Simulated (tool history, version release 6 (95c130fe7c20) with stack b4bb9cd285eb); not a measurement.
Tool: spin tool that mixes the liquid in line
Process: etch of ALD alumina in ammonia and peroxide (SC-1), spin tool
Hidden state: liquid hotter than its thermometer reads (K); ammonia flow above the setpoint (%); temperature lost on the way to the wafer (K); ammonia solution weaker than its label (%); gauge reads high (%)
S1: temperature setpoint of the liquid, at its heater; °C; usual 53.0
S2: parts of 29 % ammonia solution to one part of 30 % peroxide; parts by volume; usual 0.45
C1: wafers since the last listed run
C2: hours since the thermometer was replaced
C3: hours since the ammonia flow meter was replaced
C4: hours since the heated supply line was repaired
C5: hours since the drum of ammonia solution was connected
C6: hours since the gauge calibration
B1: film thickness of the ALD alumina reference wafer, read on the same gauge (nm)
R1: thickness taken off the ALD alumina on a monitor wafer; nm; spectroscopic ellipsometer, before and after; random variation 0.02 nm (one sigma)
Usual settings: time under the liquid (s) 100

run 1 hour=0.0 | S1=53.0 S2=0.45 time_under_the_liquid_(s)=100 | C1=0 C2=1635.4 C3=862.4 C4=1104.4 C5=237.1 C6=1019.3 | B1=60.04 | R1=5.87
run 2 hour=48.5 | S1=53.0 S2=0.45 time_under_the_liquid_(s)=100 | C1=252 C2=1683.9 C3=910.9 C4=1152.9 C5=285.6 C6=1067.8 | B1=59.98 | R1=5.83
-- hour=54.5 new drum of ammonia solution connected
run 3 hour=87.2 | S1=53.0 S2=0.45 time_under_the_liquid_(s)=100 | C1=196 C2=1722.6 C3=949.6 C4=1191.6 C5=32.7 C6=1106.5 | B1=59.97 | R1=5.89
run 4 hour=132.9 | S1=53.0 S2=0.45 time_under_the_liquid_(s)=100 | C1=237 C2=1768.3 C3=995.3 C4=1237.3 C5=78.4 C6=1152.2 | B1=60.00 | R1=5.88
run 5 hour=169.8 | S1=53.0 S2=0.45 time_under_the_liquid_(s)=100 | C1=191 C2=1805.2 C3=1032.2 C4=1274.2 C5=115.3 C6=1189.1 | B1=59.97 | R1=5.88
run 6 hour=229.8 | S1=53.0 S2=0.45 time_under_the_liquid_(s)=100 | C1=312 C2=1865.2 C3=1092.2 C4=1334.2 C5=175.3 C6=1249.1 | B1=59.99 | R1=5.86
run 7 hour=258.2 | S1=53.0 S2=0.45 time_under_the_liquid_(s)=100 | C1=147 C2=1893.6 C3=1120.6 C4=1362.6 C5=203.7 C6=1277.5 | B1=60.00 | R1=5.85
run 8 hour=312.1 | S1=53.0 S2=0.45 time_under_the_liquid_(s)=100 | C1=280 C2=1947.5 C3=1174.5 C4=1416.5 C5=257.6 C6=1331.4 | B1=59.98 | R1=5.83
run 9 hour=361.8 | S1=53.0 S2=0.40 time_under_the_liquid_(s)=100 | C1=258 C2=1997.2 C3=1224.2 C4=1466.2 C5=307.3 C6=1381.1 | B1=60.01 | R1=5.78
-- hour=404.1 new drum of ammonia solution connected
run 10 hour=410.2 | S1=46.5 S2=0.40 time_under_the_liquid_(s)=100 | C1=246 C2=2045.6 C3=1272.6 C4=1514.6 C5=6.1 C6=1429.5 | B1=59.98 | R1=4.07
-- hour=426.9 thermometer replaced
run 11 hour=478.5 | S1=46.5 S2=0.40 time_under_the_liquid_(s)=100 | C1=349 C2=51.6 C3=1340.9 C4=1582.9 C5=74.4 C6=1497.8 | B1=59.99 | R1=4.07
run 12 hour=521.8 | S1=61.5 S2=0.40 time_under_the_liquid_(s)=60 | C1=225 C2=94.9 C3=1384.2 C4=1626.2 C5=117.7 C6=1541.1 | B1=59.99 | R1=5.43
-- hour=532.9 ammonia flow meter replaced
run 13 hour=557.3 | S1=53.0 S2=0.45 time_under_the_liquid_(s)=100 | C1=179 C2=130.4 C3=24.4 C4=1661.7 C5=153.2 C6=1576.6 | B1=59.99 | R1=5.85
-- hour=571.7 heated supply line repaired
run 14 hour=584.9 | S1=53.0 S2=0.45 time_under_the_liquid_(s)=100 | C1=138 C2=158.0 C3=52.0 C4=13.2 C5=180.8 C6=1604.2 | B1=59.99 | R1=5.88
-- hour=599.4 gauge calibrated
run 15 hour=642.8 | S1=53.0 S2=0.45 time_under_the_liquid_(s)=55 | C1=301 C2=215.9 C3=109.9 C4=71.1 C5=238.7 C6=43.4 | B1=59.99 | R1=3.21
run 16 hour=693.4 | S1=53.0 S2=0.45 time_under_the_liquid_(s)=100 | C1=263 C2=266.5 C3=160.5 C4=121.7 C5=289.3 C6=94.0 | B1=59.99 | R1=5.84

Run 17 comes next. What will it give?
-- hour=699.8 new drum of ammonia solution connected
run 17 hour=736.4 | S1=53.0 S2=0.40 time_under_the_liquid_(s)=100 | C1=218 C2=309.5 C3=203.5 C4=164.7 C5=36.6 C6=137.0 | B1=? | R1=?

B1: 60.00
R1: 5.81 nm
Without the tool's hidden state the same run would have given R1 5.83 nm.
